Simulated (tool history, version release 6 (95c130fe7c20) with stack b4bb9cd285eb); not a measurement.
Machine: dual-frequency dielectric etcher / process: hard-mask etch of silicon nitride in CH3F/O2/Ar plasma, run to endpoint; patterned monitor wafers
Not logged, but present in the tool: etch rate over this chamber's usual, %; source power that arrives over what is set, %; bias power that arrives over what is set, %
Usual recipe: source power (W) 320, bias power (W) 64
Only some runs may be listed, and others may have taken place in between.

run,hour,source power (W),bias power (W),wafers since the last listed run,hours since the last wet clean,hours since the last source power generator calibration,hours since the last bias power generator calibration,hours since the last upper electrode change,"incoming incoming film thickness, nm",endpoint time (s)
1,0,320,54,0,140.3,2483.9,2420.5,3914.8,29.26,51.4
2,8.4,320,54,65,148.7,2492.3,2428.9,3923.2,28.89,50.6
3,22.2,320,64,107,162.5,2506.1,2442.7,3937,29.23,48.4
4,39,320,64,130,179.3,2522.9,2459.5,3953.8,29.85,49.9
5,76.9,320,64,294,217.2,2560.8,2497.4,3991.7,29.25,49.5
6,94.7,320,64,138,235,2578.6,2515.2,4009.5,29.55,49.2
7,107.3,320,64,97,247.6,2591.2,2527.8,4022.1,29.13,48.2
# hour 150.8: source power generator calibrated
# hour 158.9: upper electrode replaced
8,159.4,320,64,310,299.7,8.6,2579.9,0.5,29.22,47.9
9,164.4,320,64,38,304.7,13.6,2584.9,5.5,29.31,49
10,181.4,320,64,132,321.7,30.6,2601.9,22.5,29.22,48.7
11,194.6,320,64,102,334.9,43.8,2615.1,35.7,29.03,48.2
12,208,320,64,104,348.3,57.2,2628.5,49.1,28.83,47.6
13,225.1,320,64,132,365.4,74.3,2645.6,66.2,29.07,47.2
14,239.8,290,64,114,380.1,89,2660.3,80.9,29.33,50.1
# hour 268.9: wet clean of the chamber
15,269.4,320,64,43,0.5,118.6,2689.9,110.5,29.08,49.4
16,269.7,320,64,2,0.8,118.9,2690.2,110.8,29.19,49.5
17,277.1,340,68,57,8.2,126.3,2697.6,118.2,29.17,47.7
18,290.8,340,56,106,21.9,140,2711.3,131.9,29.17,50.6
19,299.5,320,64,67,30.6,148.7,2720,140.6,29.22,49.1
20,308.6,400,68,70,39.7,157.8,2729.1,149.7,29.07,45.3
# hour 320: bias power generator calibrated
21,320.5,320,64,61,51.6,169.7,0.5,161.6,29,48.8
22,328.7,400,59,63,59.8,177.9,8.7,169.8,29.21,46.5
23,340.5,270,56,91,71.6,189.7,20.5,181.6,29,53.6
24,354,260,58,104,85.1,203.2,34,195.1,29.32,54.1
25,364.5,360,57,81,95.6,213.7,44.5,205.6,29.29,49.2
26,374.6,280,70,78,105.7,223.8,54.6,215.7,29.36,50.4
27,386,270,50,88,117.1,235.2,66,227.1,28.93,55.1
28,402.5,370,64,128,133.6,251.7,82.5,243.6,28.97,46.9
29,444.3,320,72,324,175.4,293.5,124.3,285.4,29.08,47

Alternative continuations, all from the tool just after run 29; predict every row:
A,444.7,320,64,3,175.8,293.9,124.7,285.8,28.79,?
B,444.7,320,50,3,175.8,293.9,124.7,285.8,28.79,?
C,444.7,280,71,3,175.8,293.9,124.7,285.8,28.79,?
D,444.7,300,73,3,175.8,293.9,124.7,285.8,28.79,?

run,endpoint time (s)
A,48.3
B,51.9
C,48.7
D,47.3
What these runs would have given with no unlogged condition in the tool:
run,endpoint time (s)
A,49.1
B,52.7
C,49.5
D,48.1

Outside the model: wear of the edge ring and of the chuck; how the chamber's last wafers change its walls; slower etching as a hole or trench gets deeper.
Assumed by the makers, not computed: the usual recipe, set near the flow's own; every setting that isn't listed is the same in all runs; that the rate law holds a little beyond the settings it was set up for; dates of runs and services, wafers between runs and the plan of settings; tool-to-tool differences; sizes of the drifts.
